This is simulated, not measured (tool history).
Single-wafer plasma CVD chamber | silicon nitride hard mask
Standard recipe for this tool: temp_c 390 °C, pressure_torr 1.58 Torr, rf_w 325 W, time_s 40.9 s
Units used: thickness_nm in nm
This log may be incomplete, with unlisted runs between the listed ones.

run	hour	temp_c	pressure_torr	rf_w	time_s	wafers since the last listed run	hours since the last thermocouple change	hours since the last RF generator calibration	hours since the last manometer calibration	hours since the showerhead was replaced	hours since the gauge calibration	read-back reference wafer on the same gauge, thickness_nm	thickness_nm
1	0.0	390	1.58	325	38.8	0	700.0	437.5	1436.0	5202.3	367.5	58.772	48.005
2	56.2	390	1.58	325	38.8	1977	756.2	493.7	1492.2	5258.5	423.7	58.827	48.497
3	157.5	390	1.58	325	40.9	3564	857.5	595.0	1593.5	5359.8	525.0	58.797	50.851
4	235.5	390	1.58	325	40.9	2744	935.5	673.0	1671.5	5437.8	603.0	58.808	50.516
5	305.4	390	1.58	325	40.9	2459	1005.4	742.9	1741.4	5507.7	672.9	58.809	50.594
6	373.6	390	1.58	325	40.9	2399	1073.6	811.1	1809.6	5575.9	741.1	58.806	50.616
7	438.6	390	1.58	325	40.9	2287	1138.6	876.1	1874.6	5640.9	806.1	58.797	50.712
8	537.4	390	1.58	325	40.9	3476	1237.4	974.9	1973.4	5739.7	904.9	58.807	50.454
# hour 611.5: showerhead replaced
9	621.1	390	1.58	325	40.9	2663	1321.1	1058.6	2057.1	9.6	988.6	58.784	50.267
10	664.1	390	1.58	325	40.9	1513	1364.1	1101.6	2100.1	52.6	1031.6	58.788	50.348
11	736.2	390	1.58	325	40.9	2537	1436.2	1173.7	2172.2	124.7	1103.7	58.816	50.035
12	808.4	384	1.83	325	40.9	2540	1508.4	1245.9	2244.4	196.9	1175.9	58.780	51.852
# hour 834.9: thermocouple changed; heater temperature recalibrated
13	896.1	384	1.83	325	40.9	2804	61.2	1333.6	2332.1	284.6	1263.6	58.777	51.482
14	953.0	384	1.83	325	40.9	2002	118.1	1390.5	2389.0	341.5	1320.5	58.825	51.586
# hour 1020.4: capacitance manometer re-zeroed and calibrated
15	1039.6	398	1.58	325	40.9	2765	204.7	1477.1	19.2	428.1	1407.1	58.828	49.731
# hour 1105.9: RF generator calibrated
16	1106.4	384	1.58	375	44.2	2069	271.5	0.5	86.0	494.9	1473.9	58.785	62.656
17	1147.0	390	1.58	350	32.9	1428	312.1	41.1	126.6	535.5	1514.5	58.787	44.036
# hour 1184.0: gauge calibrated
18	1212.5	390	1.58	325	40.9	2304	377.6	106.6	192.1	601.0	28.5	58.785	50.949
19	1283.8	400	1.58	260	32.7	2509	448.9	177.9	263.4	672.3	99.8	58.812	32.328
20	1371.9	403	1.21	280	47.2	3100	537.0	266.0	351.5	760.4	187.9	58.857	47.408
21	1476.7	390	1.58	350	40.9	3687	641.8	370.8	456.3	865.2	292.7	58.812	54.314
22	1548.4	375	1.58	305	40.9	2523	713.5	442.5	528.0	936.9	364.4	58.808	48.058
23	1637.9	377	1.58	325	40.9	3149	803.0	532.0	617.5	1026.4	453.9	58.840	51.152
24	1712.5	390	1.58	325	40.9	2625	877.6	606.6	692.1	1101.0	528.5	58.821	50.746
25	1777.0	390	1.58	325	40.9	2269	942.1	671.1	756.6	1165.5	593.0	58.834	50.914
26	1851.3	404	1.58	365	38.6	2614	1016.4	745.4	830.9	1239.8	667.3	58.800	52.740
27	1912.4	390	1.69	355	45.5	2150	1077.5	806.5	892.0	1300.9	728.4	58.791	61.572

Across each entry between runs, compare the hidden state at the last listed run before it with the hidden state at the first listed run after it:
Between runs 8 and 9: showerhead replaced (hour 611.5)
  delivered RF power above the setpoint (%): -1.38 -> -1.59
  measured less the result without the state, thickness_nm: -0.664 -> -0.765 nm
Between runs 12 and 13: thermocouple changed; heater temperature recalibrated (hour 834.9)
  delivered RF power above the setpoint (%): -2.13 -> -2.41
  measured less the result without the state, thickness_nm: -1.061 -> -1.197 nm
Between runs 14 and 15: capacitance manometer re-zeroed and calibrated (hour 1020.4)
  delivered RF power above the setpoint (%): -2.6 -> -2.91
  measured less the result without the state, thickness_nm: -1.299 -> -1.406 nm
Between runs 15 and 16: RF generator calibrated (hour 1105.9)
  delivered RF power above the setpoint (%): -2.91 -> -0.197
  measured less the result without the state, thickness_nm: -1.406 -> -0.102 nm
Between runs 17 and 18: gauge calibrated (hour 1184.0)
  delivered RF power above the setpoint (%): -0.199 -> -0.211
  measured less the result without the state, thickness_nm: -0.079 -> -0.101 nm
